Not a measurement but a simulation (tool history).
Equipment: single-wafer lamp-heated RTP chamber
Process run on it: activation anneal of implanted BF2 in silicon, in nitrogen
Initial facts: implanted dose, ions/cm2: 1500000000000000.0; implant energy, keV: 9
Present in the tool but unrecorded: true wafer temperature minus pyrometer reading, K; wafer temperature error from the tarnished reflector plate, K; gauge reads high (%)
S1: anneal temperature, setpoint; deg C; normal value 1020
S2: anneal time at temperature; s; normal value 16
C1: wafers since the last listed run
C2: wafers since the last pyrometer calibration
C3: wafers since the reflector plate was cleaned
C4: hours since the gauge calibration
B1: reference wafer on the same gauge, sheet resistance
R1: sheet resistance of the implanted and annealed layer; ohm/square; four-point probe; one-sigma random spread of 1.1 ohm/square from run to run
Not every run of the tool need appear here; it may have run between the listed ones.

{"run": 1, "hour": 0.0, "S1": 1020, "S2": 16, "C1": 0, "C2": 11, "C3": 2287, "C4": 729.5, "B1": 251.28, "R1": 208.75}
{"run": 2, "hour": 36.1, "S1": 998, "S2": 16, "C1": 771, "C2": 783, "C3": 3058, "C4": 765.6, "B1": 251.26, "R1": 266.15}
{"run": 3, "hour": 79.1, "S1": 1020, "S2": 16, "C1": 918, "C2": 1702, "C3": 3977, "C4": 808.6, "B1": 251.15, "R1": 210}
{"run": 4, "hour": 128.3, "S1": 1020, "S2": 16, "C1": 1051, "C2": 2753, "C3": 5028, "C4": 857.8, "B1": 251.14, "R1": 207.21}
{"run": 5, "hour": 185.1, "S1": 1007, "S2": 22, "C1": 1213, "C2": 3967, "C3": 6242, "C4": 914.6, "B1": 251, "R1": 215.12}
{"hour": 199.4, "done": "gauge calibrated"}
{"run": 6, "hour": 213.5, "S1": 1020, "S2": 16, "C1": 606, "C2": 4574, "C3": 6849, "C4": 14.1, "B1": 250.75, "R1": 209.08}
{"run": 7, "hour": 263.3, "S1": 1020, "S2": 16, "C1": 1064, "C2": 5638, "C3": 7914, "C4": 63.9, "B1": 250.96, "R1": 206.6}
{"hour": 274.4, "done": "reflector plate cleaned"}
{"run": 8, "hour": 289.6, "S1": 1020, "S2": 16, "C1": 391, "C2": 6029, "C3": 324, "C4": 90.2, "B1": 250.86, "R1": 206.03}
{"run": 9, "hour": 359.7, "S1": 1020, "S2": 16, "C1": 1498, "C2": 7527, "C3": 1822, "C4": 160.3, "B1": 250.91, "R1": 205.44}
{"hour": 377.7, "done": "pyrometer window cleaned and pyrometer calibrated"}
{"run": 10, "hour": 417.2, "S1": 1020, "S2": 16, "C1": 1057, "C2": 844, "C3": 2880, "C4": 217.8, "B1": 251.26, "R1": 209.71}
{"run": 11, "hour": 464.3, "S1": 1020, "S2": 16, "C1": 1006, "C2": 1851, "C3": 3886, "C4": 264.9, "B1": 250.83, "R1": 211.32}
{"run": 12, "hour": 494.1, "S1": 1040, "S2": 16, "C1": 636, "C2": 2488, "C3": 4523, "C4": 294.7, "B1": 251.24, "R1": 172.83}
{"run": 13, "hour": 534.6, "S1": 1040, "S2": 16, "C1": 865, "C2": 3353, "C3": 5389, "C4": 335.2, "B1": 251.13, "R1": 172.57}
{"run": 14, "hour": 598.1, "S1": 1040, "S2": 16, "C1": 1357, "C2": 4710, "C3": 6746, "C4": 398.7, "B1": 250.97, "R1": 171.65}
{"hour": 606.4, "done": "reflector plate cleaned"}
{"run": 15, "hour": 643.3, "S1": 1020, "S2": 22, "C1": 795, "C2": 5505, "C3": 788, "C4": 443.9, "B1": 250.56, "R1": 185.93}
{"run": 16, "hour": 673.7, "S1": 1020, "S2": 22, "C1": 649, "C2": 6155, "C3": 1438, "C4": 474.3, "B1": 250.64, "R1": 186.7}
{"run": 17, "hour": 699.2, "S1": 1005, "S2": 19, "C1": 544, "C2": 6700, "C3": 1983, "C4": 499.8, "B1": 250.67, "R1": 227.64}
{"hour": 750.2, "done": "pyrometer window cleaned and pyrometer calibrated"}
{"run": 18, "hour": 768.6, "S1": 1048, "S2": 25, "C1": 1312, "C2": 392, "C3": 3295, "C4": 569.2, "B1": 251.33, "R1": 150.12}
{"run": 19, "hour": 840.0, "S1": 1045, "S2": 13, "C1": 1525, "C2": 1918, "C3": 4821, "C4": 640.6, "B1": 250.97, "R1": 172.65}
{"run": 20, "hour": 865.6, "S1": 1035, "S2": 16, "C1": 547, "C2": 2465, "C3": 5368, "C4": 666.2, "B1": 251.14, "R1": 180.28}
{"run": 21, "hour": 911.2, "S1": 1046, "S2": 19, "C1": 974, "C2": 3439, "C3": 6343, "C4": 711.8, "B1": 250.93, "R1": 157.38}
{"run": 22, "hour": 950.2, "S1": 1020, "S2": 16, "C1": 833, "C2": 4273, "C3": 7176, "C4": 750.8, "B1": 251.24, "R1": 205.44}
{"hour": 969.9, "done": "reflector plate cleaned"}
{"run": 23, "hour": 1008.5, "S1": 1020, "S2": 25, "C1": 1074, "C2": 5348, "C3": 824, "C4": 809.1, "B1": 251.44, "R1": 180.88}
{"run": 24, "hour": 1067.0, "S1": 1020, "S2": 25, "C1": 1250, "C2": 6598, "C3": 2075, "C4": 867.6, "B1": 250.7, "R1": 180.38}
{"hour": 1114.6, "done": "pyrometer window cleaned and pyrometer calibrated"}
{"run": 25, "hour": 1124.3, "S1": 1048, "S2": 14, "C1": 1053, "C2": 208, "C3": 3128, "C4": 924.9, "B1": 250.76, "R1": 167.95}
{"hour": 1137.7, "done": "gauge calibrated"}
{"run": 26, "hour": 1186.4, "S1": 992, "S2": 16, "C1": 1327, "C2": 1535, "C3": 4455, "C4": 48.7, "B1": 250.86, "R1": 280.58}
{"run": 27, "hour": 1219.1, "S1": 1041, "S2": 7, "C1": 698, "C2": 2234, "C3": 5154, "C4": 81.4, "B1": 251.27, "R1": 212.56}
{"run": 28, "hour": 1276.4, "S1": 1020, "S2": 16, "C1": 1224, "C2": 3458, "C3": 6379, "C4": 138.7, "B1": 250.86, "R1": 206.9}
{"hour": 1316.7, "done": "reflector plate cleaned"}
{"run": 29, "hour": 1317.5, "S1": 1031, "S2": 16, "C1": 707, "C2": 4166, "C3": 18, "C4": 179.8, "B1": 251.26, "R1": 185.17}
{"run": 30, "hour": 1378.1, "S1": 995, "S2": 7, "C1": 1295, "C2": 5461, "C3": 1313, "C4": 240.4, "B1": 251.08, "R1": 323.48}
{"run": 31, "hour": 1402.9, "S1": 1032, "S2": 7, "C1": 530, "C2": 5991, "C3": 1843, "C4": 265.2, "B1": 251.03, "R1": 227.75}
{"run": 32, "hour": 1472.3, "S1": 1020, "S2": 25, "C1": 1483, "C2": 7474, "C3": 3326, "C4": 334.6, "B1": 251.07, "R1": 179.65}
{"run": 33, "hour": 1508.6, "S1": 1020, "S2": 16, "C1": 775, "C2": 8250, "C3": 4102, "C4": 370.9, "B1": 251.08, "R1": 205.04}
{"hour": 1536.4, "done": "pyrometer window cleaned and pyrometer calibrated"}
{"run": 34, "hour": 1539.5, "S1": 1020, "S2": 16, "C1": 489, "C2": 66, "C3": 4591, "C4": 401.8, "B1": 251.24, "R1": 210.54}
{"run": 35, "hour": 1567.2, "S1": 1038, "S2": 23, "C1": 591, "C2": 658, "C3": 5183, "C4": 429.5, "B1": 251.06, "R1": 161.42}
{"run": 36, "hour": 1622.9, "S1": 1020, "S2": 16, "C1": 1190, "C2": 1848, "C3": 6373, "C4": 485.2, "B1": 251.22, "R1": 209.82}

The next listed run, before its measurement:
{"hour": 1661.9, "done": "reflector plate cleaned"}
{"run": 37, "hour": 1693.4, "S1": 1047, "S2": 11, "C1": 1335, "C2": 3184, "C3": 673, "C4": 555.7, "B1": "?", "R1": "?"}

Run 37 came out at B1 251.02, R1 176.9 ohm/square.
Take away the tool's hidden state, keep the run-to-run variation as it was, and the same run would have given R1 178.97 ohm/square.

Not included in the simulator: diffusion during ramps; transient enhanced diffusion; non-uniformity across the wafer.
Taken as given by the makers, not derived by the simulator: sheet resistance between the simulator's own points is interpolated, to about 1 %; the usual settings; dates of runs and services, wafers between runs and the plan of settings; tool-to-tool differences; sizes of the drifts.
